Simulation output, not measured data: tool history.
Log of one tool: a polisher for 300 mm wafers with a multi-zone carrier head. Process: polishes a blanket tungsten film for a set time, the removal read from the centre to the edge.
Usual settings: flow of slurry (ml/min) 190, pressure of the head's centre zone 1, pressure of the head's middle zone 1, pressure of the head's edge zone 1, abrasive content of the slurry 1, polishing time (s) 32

run    day  flow of slurry (ml/min)  pressure of the head's centre zone  pressure of the head's middle zone  pressure of the head's edge zone  abrasive content of the slurry  polishing time (s)  wafers since the last listed run  wafers polished on this pad  hours since the slurry nozzle was cleaned  hours since the centre zone pressure was calibrated  hours since the edge zone pressure was calibrated  hours since the carrier head's membrane was replaced  incoming thickness of the incoming film, nm  film removed at the wafer's centre (Å)  film removed at mid-radius (Å)  film removed at the wafer's edge (Å)
  1      0                      190                                   1                                0.91                                 1                               1                  32                                 0                          707                                      304.3                                                618.5                                             1018.2                                                1470.3                                         1534                                    2387                            2082                                  2202
  2    0.4                      190                                   1                                0.91                                 1                               1                  32                               109                          817                                      313.9                                                628.1                                             1027.8                                                1479.9                                       1536.5                                    2446                            2059                                  2154
     0.792  -- worn pad replaced by a new one
  3  0.888                      190                                   1                                   1                                 1                               1                  32                                88                           26                                      325.6                                                639.8                                             1039.5                                                1491.6                                       1539.1                                    2423                            2230                                  2171
     1.354  -- slurry nozzle cleaned
  4  1.412                      190                                   1                                   1                                 1                               1                  32                               132                          158                                        1.4                                                652.4                                             1052.1                                                1504.2                                         1524                                    2437                            2189                                  2193
     2.904  -- centre zone pressure recalibrated
  5  2.925                      190                                   1                                   1                                 1                               1                  32                               392                          551                                       37.7                                                  0.5                                             1088.4                                                1540.5                                       1535.5                                    2184                            2235                                  2167
  6  3.075                      190                                   1                                   1                                 1                               1                  27                                41                          592                                       41.3                                                  4.1                                               1092                                                1544.1                                       1533.5                                    1875                            1861                                  1831
     3.438  -- worn pad replaced by a new one
  7  3.725                      190                                   1                                1.05                                 1                               1                  32                               132                           78                                       56.9                                                 19.7                                             1107.6                                                1559.7                                         1515                                    2166                            2188                                  2157
  8  4.067                      190                                   1                                0.97                                 1                               1                  32                                93                          172                                       65.1                                                 27.9                                             1115.8                                                1567.9                                       1551.3                                    2201                            2244                                  2175
  9  4.554                      155                                 1.1                                0.89                                 1                               1                  32                               133                          306                                       76.8                                                 39.6                                             1127.5                                                1579.6                                       1507.4                                    2366                            2003                                  2122
 10    5.2                      190                                   1                                1.07                                 1                               1                  32                               177                          483                                       92.3                                                 55.1                                               1143                                                1595.1                                       1545.1                                    2216                            2302                                  2178
     5.679  -- edge zone pressure recalibrated
     5.725  -- carrier head's membrane replaced by a new one, of another model than before
 11  5.746                      190                                   1                                   1                              1.05                               1                  32                               113                          597                                      105.4                                                 68.2                                                1.6                                                   0.5                                       1509.6                                    2191                            2211                                  2200
 12  5.871                      190                                1.05                                0.95                                 1                               1                  32                                34                          631                                      108.4                                                 71.2                                                4.6                                                   3.5                                       1513.4                                    2283                            2119                                  2192

Forecast run 13:
     6.108  -- worn pad replaced by a new one
 13  6.275                      190                                   1                                   1                               0.9                               1                  36                                65                           45                                      118.1                                                 80.9                                               14.3                                                  13.2                                       1539.4                                       ?                               ?                                     ?

film removed at the wafer's centre (Å): 2471
film removed at mid-radius (Å): 2520
film removed at the wafer's edge (Å): 2323
Without the tool's hidden state the same run would have given film removed at the wafer's centre (Å) 2415, film removed at mid-radius (Å) 2521, film removed at the wafer's edge (Å) 2323.
